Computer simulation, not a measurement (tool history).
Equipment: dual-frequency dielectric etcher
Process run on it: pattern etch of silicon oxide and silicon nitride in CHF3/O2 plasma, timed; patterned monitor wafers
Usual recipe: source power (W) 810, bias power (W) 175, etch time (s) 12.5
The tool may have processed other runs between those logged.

run	hour	source power (W)	bias power (W)	etch time (s)	wafers since the last listed run	hours since the last wet clean	hours since the last source power generator calibration	hours since the last bias power generator calibration	hours since the last upper electrode change	hours since the gauge calibration	read-back reference wafer on the same gauge, depth_nm	mean etch depth across the wafer (Å)
1	0	810	175	12.5	0	360	3718.3	3074.2	3713.9	63.3	17.92	191.3
2	27.9	810	175	12.5	578	387.9	3746.2	3102.1	3741.8	91.2	17.91	191.1
3	56	810	175	12.5	583	416	3774.3	3130.2	3769.9	119.3	17.9	191.3
4	76.5	910	175	15.5	425	436.5	3794.8	3150.7	3790.4	139.8	17.89	253.9
5	133.7	910	175	15.5	1186	493.7	3852	3207.9	3847.6	197	17.91	254.3
6	151.8	910	175	15.5	375	511.8	3870.1	3226	3865.7	215.1	17.91	254.7
7	166.2	950	162	12.5	298	526.2	3884.5	3240.4	3880.1	229.5	17.91	204.9
8	178.9	950	162	12.5	263	538.9	3897.2	3253.1	3892.8	242.2	17.88	204.9
# hour 200.7: gauge calibrated
9	204.5	730	175	12.5	531	564.5	3922.8	3278.7	3918.4	3.8	17.9	179.5
# hour 212.5: source power generator calibrated
10	217.4	900	195	10.5	184	577.4	4.9	3291.6	3931.3	16.7	17.91	178.9
11	229.5	810	175	12.5	251	589.5	17	3303.7	3943.4	28.8	17.91	192.4
# hour 261.3: wet clean of the chamber
# hour 264.9: upper electrode replaced
12	265.4	810	144	12.5	171	4.1	52.9	3339.6	0.5	64.7	17.9	176.7
# hour 292.5: bias power generator calibrated
13	293	900	175	12.5	489	31.7	80.5	0.5	28.1	92.3	17.9	202.7
14	324.7	810	143	12.5	657	63.4	112.2	32.2	59.8	124	17.89	175.8
15	354.5	810	145	15	618	93.2	142	62	89.6	153.8	17.89	213.1
16	387.6	810	175	12.5	686	126.3	175.1	95.1	122.7	186.9	17.89	189.9
17	420.4	810	193	12.5	680	159.1	207.9	127.9	155.5	219.7	17.9	197.2
18	436.2	690	175	13.5	327	174.9	223.7	143.7	171.3	235.5	17.9	184.9

What was the tool's hidden state at every run in the log?
source power that arrives over what is set, %: 0, the same for each run
bias power that arrives over what is set, %: 0, the same for each run
gauge reads high (%): 0, the same for each run
H1: etch rate over this chamber's usual, %
run	H1
1	0.736
2	0.791
3	0.846
4	0.886
5	0.998
6	1.03
7	1.06
8	1.09
9	1.14
10	1.16
11	1.19
12	-0.0501
13	0.00398
14	0.0661
15	0.124
16	0.189
17	0.253
18	0.284

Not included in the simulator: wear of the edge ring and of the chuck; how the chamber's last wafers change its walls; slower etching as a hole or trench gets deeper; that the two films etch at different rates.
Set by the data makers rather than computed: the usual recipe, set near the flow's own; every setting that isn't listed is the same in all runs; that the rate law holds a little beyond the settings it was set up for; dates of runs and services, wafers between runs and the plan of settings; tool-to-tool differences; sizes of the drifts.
